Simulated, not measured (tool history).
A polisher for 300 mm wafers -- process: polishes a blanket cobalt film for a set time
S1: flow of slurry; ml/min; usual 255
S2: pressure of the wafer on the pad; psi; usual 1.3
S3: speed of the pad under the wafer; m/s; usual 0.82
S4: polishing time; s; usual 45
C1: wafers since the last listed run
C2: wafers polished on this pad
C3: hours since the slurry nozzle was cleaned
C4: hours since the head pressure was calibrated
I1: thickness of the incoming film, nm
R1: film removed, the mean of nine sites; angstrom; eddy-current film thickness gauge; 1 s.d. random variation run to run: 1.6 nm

{"run": 1, "hour": 0.0, "S1": 255, "S2": 1.3, "S3": 0.82, "S4": 40, "C1": 0, "C2": 122, "C3": 446.5, "C4": 689.2, "I1": 1441.7, "R1": 957}
{"run": 2, "hour": 17.3, "S1": 255, "S2": 1.3, "S3": 0.82, "S4": 45, "C1": 157, "C2": 280, "C3": 463.8, "C4": 706.5, "I1": 1443.9, "R1": 1095}
{"run": 3, "hour": 34.1, "S1": 255, "S2": 1.3, "S3": 0.82, "S4": 45, "C1": 152, "C2": 433, "C3": 480.6, "C4": 723.3, "I1": 1436.5, "R1": 1035}
{"run": 4, "hour": 46.9, "S1": 255, "S2": 1.3, "S3": 0.82, "S4": 45, "C1": 116, "C2": 549, "C3": 493.4, "C4": 736.1, "I1": 1420.2, "R1": 1074}
{"run": 5, "hour": 59.5, "S1": 255, "S2": 1.3, "S3": 0.82, "S4": 45, "C1": 114, "C2": 664, "C3": 506.0, "C4": 748.7, "I1": 1441.8, "R1": 1026}
{"run": 6, "hour": 75.9, "S1": 255, "S2": 1.3, "S3": 0.82, "S4": 45, "C1": 149, "C2": 813, "C3": 522.4, "C4": 765.1, "I1": 1434.6, "R1": 1062}
{"run": 7, "hour": 92.3, "S1": 255, "S2": 1.3, "S3": 0.82, "S4": 45, "C1": 149, "C2": 963, "C3": 538.8, "C4": 781.5, "I1": 1460.1, "R1": 991}
{"run": 8, "hour": 109.1, "S1": 255, "S2": 1.3, "S3": 0.82, "S4": 45, "C1": 152, "C2": 1115, "C3": 555.6, "C4": 798.3, "I1": 1463.9, "R1": 990}
{"run": 9, "hour": 122.7, "S1": 255, "S2": 1.3, "S3": 0.82, "S4": 51, "C1": 123, "C2": 1239, "C3": 569.2, "C4": 811.9, "I1": 1460.4, "R1": 1114}
{"hour": 138.8, "done": "worn pad replaced by a new one"}
{"run": 10, "hour": 139.3, "S1": 255, "S2": 1.3, "S3": 0.82, "S4": 45, "C1": 114, "C2": 4, "C3": 585.8, "C4": 828.5, "I1": 1427.5, "R1": 1108}
{"run": 11, "hour": 171.8, "S1": 280, "S2": 1.3, "S3": 0.82, "S4": 45, "C1": 295, "C2": 300, "C3": 618.3, "C4": 861.0, "I1": 1444.5, "R1": 1110}
{"hour": 175.6, "done": "slurry nozzle cleaned"}
{"run": 12, "hour": 187.6, "S1": 280, "S2": 1.3, "S3": 0.82, "S4": 45, "C1": 134, "C2": 435, "C3": 12.0, "C4": 876.8, "I1": 1435.2, "R1": 1044}
{"run": 13, "hour": 196.0, "S1": 280, "S2": 1.3, "S3": 0.82, "S4": 45, "C1": 76, "C2": 511, "C3": 20.4, "C4": 885.2, "I1": 1443.6, "R1": 1038}
{"run": 14, "hour": 209.4, "S1": 255, "S2": 1.3, "S3": 0.82, "S4": 45, "C1": 121, "C2": 633, "C3": 33.8, "C4": 898.6, "I1": 1430.8, "R1": 1064}
{"run": 15, "hour": 221.0, "S1": 255, "S2": 1.3, "S3": 1.08, "S4": 45, "C1": 105, "C2": 739, "C3": 45.4, "C4": 910.2, "I1": 1422.9, "R1": 1266}
{"run": 16, "hour": 237.4, "S1": 255, "S2": 1.3, "S3": 0.82, "S4": 45, "C1": 149, "C2": 888, "C3": 61.8, "C4": 926.6, "I1": 1441.0, "R1": 1002}
{"run": 17, "hour": 249.2, "S1": 230, "S2": 1.6, "S3": 0.56, "S4": 39, "C1": 107, "C2": 995, "C3": 73.6, "C4": 938.4, "I1": 1431.3, "R1": 824}
{"run": 18, "hour": 261.0, "S1": 325, "S2": 1.1, "S3": 0.56, "S4": 40, "C1": 107, "C2": 1103, "C3": 85.4, "C4": 950.2, "I1": 1434.3, "R1": 596}
{"hour": 265.9, "done": "worn pad replaced by a new one"}
{"run": 19, "hour": 271.9, "S1": 255, "S2": 1.7, "S3": 0.82, "S4": 37, "C1": 62, "C2": 54, "C3": 96.3, "C4": 961.1, "I1": 1438.4, "R1": 1147}
{"run": 20, "hour": 284.0, "S1": 335, "S2": 1.7, "S3": 0.56, "S4": 56, "C1": 110, "C2": 164, "C3": 108.4, "C4": 973.2, "I1": 1444.5, "R1": 1412}
{"run": 21, "hour": 293.4, "S1": 255, "S2": 1.3, "S3": 0.82, "S4": 45, "C1": 85, "C2": 249, "C3": 117.8, "C4": 982.6, "I1": 1448.2, "R1": 1076}
{"hour": 296.7, "done": "head pressure recalibrated"}
{"run": 22, "hour": 305.5, "S1": 255, "S2": 1.2, "S3": 0.82, "S4": 45, "C1": 91, "C2": 341, "C3": 129.9, "C4": 8.8, "I1": 1434.3, "R1": 994}
{"run": 23, "hour": 315.3, "S1": 185, "S2": 1.0, "S3": 0.64, "S4": 45, "C1": 89, "C2": 431, "C3": 139.7, "C4": 18.6, "I1": 1426.6, "R1": 678}
{"run": 24, "hour": 328.6, "S1": 330, "S2": 1.3, "S3": 0.66, "S4": 54, "C1": 121, "C2": 552, "C3": 153.0, "C4": 31.9, "I1": 1471.7, "R1": 1126}
{"run": 25, "hour": 336.9, "S1": 255, "S2": 1.3, "S3": 0.82, "S4": 45, "C1": 75, "C2": 627, "C3": 161.3, "C4": 40.2, "I1": 1432.5, "R1": 1025}
{"run": 26, "hour": 353.9, "S1": 255, "S2": 1.3, "S3": 0.82, "S4": 45, "C1": 154, "C2": 782, "C3": 178.3, "C4": 57.2, "I1": 1467.2, "R1": 1025}
{"run": 27, "hour": 368.3, "S1": 210, "S2": 1.0, "S3": 1.04, "S4": 45, "C1": 131, "C2": 913, "C3": 192.7, "C4": 71.6, "I1": 1432.3, "R1": 911}
{"run": 28, "hour": 374.4, "S1": 200, "S2": 1.6, "S3": 0.82, "S4": 45, "C1": 55, "C2": 968, "C3": 198.8, "C4": 77.7, "I1": 1423.3, "R1": 1220}

Hidden state or all else? Some run-to-run changes of R1, split into what the settings, what came in and random variation would give without the hidden state, and what is left for the hidden state (with any gauge scatter that isn't in both results):
What the log doesn't record here: removal rate lost through wear of the pad, %; slurry flow missing at the pad, %; deviation of the head's pressure from its setpoint, %.
Run 9 -> 10: S4 51 -> 45, worn pad replaced by a new one. R1 -6 angstrom: hidden state +143, all else -149.
Run 18 -> 19: S1 325 -> 255, S2 1.1 -> 1.7, S3 0.56 -> 0.82, S4 40 -> 37, worn pad replaced by a new one. R1 +551 angstrom: hidden state +50, all else +501.
Run 23 -> 24: S1 185 -> 330, S2 1.0 -> 1.3, S3 0.64 -> 0.66, S4 45 -> 54. R1 +448 angstrom: hidden state -41, all else +489.
